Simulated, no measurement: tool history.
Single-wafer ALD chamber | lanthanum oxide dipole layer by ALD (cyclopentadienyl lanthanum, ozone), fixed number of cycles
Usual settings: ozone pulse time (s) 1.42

| run | hour | ozone pulse time (s) | wafers since the last listed run | hours since the last thermocouple change | hours since the last ozone generator service | hours since the showerhead was replaced | hours since the gauge calibration | read-back reference wafer on the same gauge, thickness_nm | mean film thickness on the monitor wafer (Å) |
|---|---|---|---|---|---|---|---|---|---|
| 1 | 0 | 1.26 | 0 | 2804.8 | 454.4 | 2235.2 | 315.2 | 0.587 | 4.71 |
| 2 | 54.6 | 1.26 | 975 | 2859.4 | 509 | 2289.8 | 369.8 | 0.586 | 4.67 |
|  | 109.6 | ozone generator serviced |
| 3 | 116.7 | 1.42 | 967 | 2921.5 | 7.1 | 2351.9 | 431.9 | 0.587 | 4.92 |
| 4 | 171.7 | 1.42 | 983 | 2976.5 | 62.1 | 2406.9 | 486.9 | 0.585 | 4.89 |
| 5 | 224.3 | 1.42 | 940 | 3029.1 | 114.7 | 2459.5 | 539.5 | 0.587 | 4.85 |
|  | 356.1 | showerhead replaced |
| 6 | 435.7 | 1.84 | 3635 | 3240.5 | 326.1 | 79.6 | 750.9 | 0.586 | 5 |
|  | 495.9 | thermocouple changed; heater temperature recalibrated |
| 7 | 506.5 | 1.84 | 1122 | 10.6 | 396.9 | 150.4 | 821.7 | 0.587 | 4.92 |
| 8 | 532.1 | 1.84 | 457 | 36.2 | 422.5 | 176 | 847.3 | 0.587 | 4.97 |
| 9 | 715.2 | 1.19 | 3272 | 219.3 | 605.6 | 359.1 | 1030.4 | 0.586 | 4.6 |
|  | 768.3 | ozone generator serviced |
| 10 | 780.4 | 1.24 | 1022 | 284.5 | 12.1 | 424.3 | 1095.6 | 0.588 | 4.85 |
|  | 785 | gauge calibrated |
| 11 | 808 | 1.42 | 493 | 312.1 | 39.7 | 451.9 | 23 | 0.588 | 4.91 |
| 12 | 839.2 | 1.59 | 557 | 343.3 | 70.9 | 483.1 | 54.2 | 0.586 | 5.04 |
| 13 | 886.9 | 1.42 | 852 | 391 | 118.6 | 530.8 | 101.9 | 0.586 | 4.91 |
| 14 | 946 | 1.13 | 1056 | 450.1 | 177.7 | 589.9 | 161 | 0.587 | 4.62 |
| 15 | 990.7 | 1.42 | 799 | 494.8 | 222.4 | 634.6 | 205.7 | 0.588 | 4.8 |
| 16 | 1056.5 | 1.61 | 1176 | 560.6 | 288.2 | 700.4 | 271.5 | 0.586 | 4.92 |

The same runs without the tool's hidden state, with the same run-to-run variation:
The hidden state here: wafer temperature above the value expected at the setpoint (K); ozone dose above that of a generator just serviced (%); gauge reads high (%).
| run | mean film thickness on the monitor wafer (Å) |
|---|---|
| 1 | 4.86 |
| 2 | 4.82 |
| 3 | 4.93 |
| 4 | 4.93 |
| 5 | 4.91 |
| 6 | 5.08 |
| 7 | 5.01 |
| 8 | 5.06 |
| 9 | 4.78 |
| 10 | 4.86 |
| 11 | 4.94 |
| 12 | 5.08 |
| 13 | 4.97 |
| 14 | 4.73 |
| 15 | 4.9 |
| 16 | 5.01 |
